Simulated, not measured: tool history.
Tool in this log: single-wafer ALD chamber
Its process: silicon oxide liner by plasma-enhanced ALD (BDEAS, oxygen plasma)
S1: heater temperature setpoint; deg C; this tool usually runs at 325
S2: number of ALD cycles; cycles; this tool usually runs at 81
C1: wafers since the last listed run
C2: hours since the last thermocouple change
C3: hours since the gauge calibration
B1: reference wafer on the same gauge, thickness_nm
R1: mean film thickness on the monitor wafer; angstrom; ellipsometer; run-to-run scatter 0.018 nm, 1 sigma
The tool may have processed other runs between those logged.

run	day	S1	S2	C1	C2	C3	B1	R1
1	0	325	71	0	669.4	258	7.545	65.03
2	1.229	325	71	98	698.9	287.5	7.553	65.03
3	3.654	325	71	193	757.1	345.7	7.554	65.05
4	4.875	325	81	97	786.4	375	7.565	74.35
5	7.429	325	81	203	847.7	436.3	7.573	74.45
6	9.438	325	81	160	895.9	484.5	7.583	74.47
7	10.817	321	81	110	929	517.6	7.587	75.18
8	13.158	321	81	186	985.2	573.8	7.602	75.33
9	15.671	321	81	200	1045.5	634.1	7.606	74.98
10	16.75	325	81	86	1071.4	660	7.609	74.77
11	18.075	325	81	105	1103.2	691.8	7.614	74.63
12	19.588	325	81	120	1139.5	728.1	7.626	74.64
13	20.842	325	81	100	1169.6	758.2	7.627	74.82
# day 21.625: gauge calibrated
14	22.304	317	75	116	1204.7	16.3	7.5	69.41

Run 15 comes next. What will it give?
15	24.933	316	65	209	1267.8	79.4	?	?

B1: 7.506
R1: 59.99 angstrom
Take away the tool's hidden state, keep the run-to-run variation as it was, and the same run would have given R1 59.85 angstrom.
